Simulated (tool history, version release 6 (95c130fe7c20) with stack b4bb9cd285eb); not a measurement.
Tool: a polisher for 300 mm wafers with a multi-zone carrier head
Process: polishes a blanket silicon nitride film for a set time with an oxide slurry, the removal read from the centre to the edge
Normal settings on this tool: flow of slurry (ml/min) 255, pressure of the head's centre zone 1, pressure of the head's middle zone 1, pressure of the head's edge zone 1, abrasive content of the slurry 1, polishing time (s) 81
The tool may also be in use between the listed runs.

run	hour	flow of slurry (ml/min)	pressure of the head's centre zone	pressure of the head's middle zone	pressure of the head's edge zone	abrasive content of the slurry	polishing time (s)	incoming thickness of the incoming film, nm	film removed at the wafer's centre (angstrom)	film removed at mid-radius (angstrom)	film removed at the wafer's edge (angstrom)
1	0	255	1	1	1.12	1	81	359.6	479	511	534
# hour 25: slurry nozzle cleaned
# hour 41.9: centre zone pressure recalibrated
2	43	255	0.91	1	0.91	1	103	364.2	584	641	613
# hour 77.8: worn pad replaced by a new one
3	109.8	255	1	1	1	1	56	357.7	354	352	350
4	142.8	255	1.04	1	1	0.9	81	358.1	502	485	488
5	180	255	1	1.05	1.1	1	69	359.9	437	457	450
# hour 226.4: edge zone pressure recalibrated
6	234.3	255	1	1	1	1	81	359.4	502	503	499
7	301	255	1	1	1	1	81	356.5	496	514	498
8	329	165	1.03	1	1	1	93	357.2	533	538	557
9	363.4	210	1	1	1	0.85	81	359.1	431	456	464
# hour 404.7: carrier head's membrane replaced by a new one
10	405.4	255	1	1.11	1	1	81	358.2	479	551	505
# hour 442: centre zone pressure recalibrated
# hour 455.7: slurry nozzle cleaned
11	472.1	255	1	0.88	1.1	1	81	362.8	512	458	532
# hour 484.7: worn pad replaced by a new one
12	509	255	1	1	1	1	81	359.9	518	511	516
13	579.4	255	1	1	1	1	81	364	519	513	510
14	632.4	255	1	0.92	1.12	1	81	354.7	504	472	533
15	693.2	255	0.91	1	1	1	81	359	457	506	513
16	757	255	1	1	1	1	81	360.3	499	504	503
17	806.7	230	1	1	0.92	0.85	94	361.1	520	528	519
18	862.4	335	1	1.09	1	1	73	358.8	443	507	460
# hour 867.8: worn pad replaced by a new one
# hour 900.8: centre zone pressure recalibrated
19	908	255	1	1	0.94	0.8	81	354.3	452	456	438
# hour 938: slurry nozzle cleaned
20	943.2	255	1	1	1	1	81	362.1	510	512	497

Each row is a separate what-if for the run after 20, all from the same tool condition, not one after another. Results?
A	943.7	255	1	1.04	1	1	81	357.9	?	?	?
B	943.7	255	1	1.06	1	1.2	81	357.9	?	?	?
C	943.7	255	1	1.05	1	1.2	106	357.9	?	?	?
D	943.7	315	1	1	1.07	1.3	81	357.9	?	?	?
E	943.7	290	0.91	1	1	1	81	357.9	?	?	?

run	film removed at the wafer's centre (angstrom)	film removed at mid-radius (angstrom)	film removed at the wafer's edge (angstrom)
A	506	532	508
B	547	585	550
C	716	759	719
D	580	589	598
E	468	523	514
The same runs, with their run-to-run variation unchanged, on a tool lacking any hidden condition would have given:
run	film removed at the wafer's centre (angstrom)	film removed at mid-radius (angstrom)	film removed at the wafer's edge (angstrom)
A	505	532	508
B	547	585	550
C	716	759	719
D	579	589	598
E	467	523	514

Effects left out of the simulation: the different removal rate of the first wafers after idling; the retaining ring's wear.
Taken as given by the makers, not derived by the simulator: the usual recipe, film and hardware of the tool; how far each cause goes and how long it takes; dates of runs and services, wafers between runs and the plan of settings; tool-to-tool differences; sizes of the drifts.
